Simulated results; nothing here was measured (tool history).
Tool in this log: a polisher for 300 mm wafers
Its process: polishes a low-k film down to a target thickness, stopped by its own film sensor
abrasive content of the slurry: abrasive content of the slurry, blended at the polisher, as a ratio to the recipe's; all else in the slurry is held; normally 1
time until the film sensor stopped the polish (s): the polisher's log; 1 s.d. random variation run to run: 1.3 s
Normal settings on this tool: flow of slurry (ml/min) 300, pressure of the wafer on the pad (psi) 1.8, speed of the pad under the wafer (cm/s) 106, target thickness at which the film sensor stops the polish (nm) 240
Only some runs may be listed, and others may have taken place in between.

run,hour,flow of slurry (ml/min),pressure of the wafer on the pad (psi),speed of the pad under the wafer (cm/s),abrasive content of the slurry,target thickness at which the film sensor stops the polish (nm),"incoming thickness of the incoming film, nm",time until the film sensor stopped the polish (s)
1,0,215,1.8,106,1,240,272.4,94.1
2,12.9,215,1.8,106,1,240,274,101.1
3,28.1,215,1.8,106,1,240,267.2,81.7
4,45.4,300,1.8,106,1,240,273.1,98
# hour 59.3: worn pad replaced by a new one
5,72.4,300,1.8,106,1,240,276.1,108.1
# hour 77.4: slurry blender recalibrated
6,89.7,300,1.8,106,1,240,275.5,109.6
7,100,220,1.8,106,1,242,271.8,96.4
8,108.3,220,1.8,106,1,242,272.1,96.8
9,124.9,300,1.8,106,1,240,270,101.6

Predict the results of run 10:
# hour 127.6: slurry nozzle cleaned
10,135.9,300,1.8,106,0.75,240,273.7,?

Run 10 yielded time until the film sensor stopped the polish (s) 127.3.
The same run, on a tool lacking any hidden state, would have yielded time until the film sensor stopped the polish (s) 102.7.
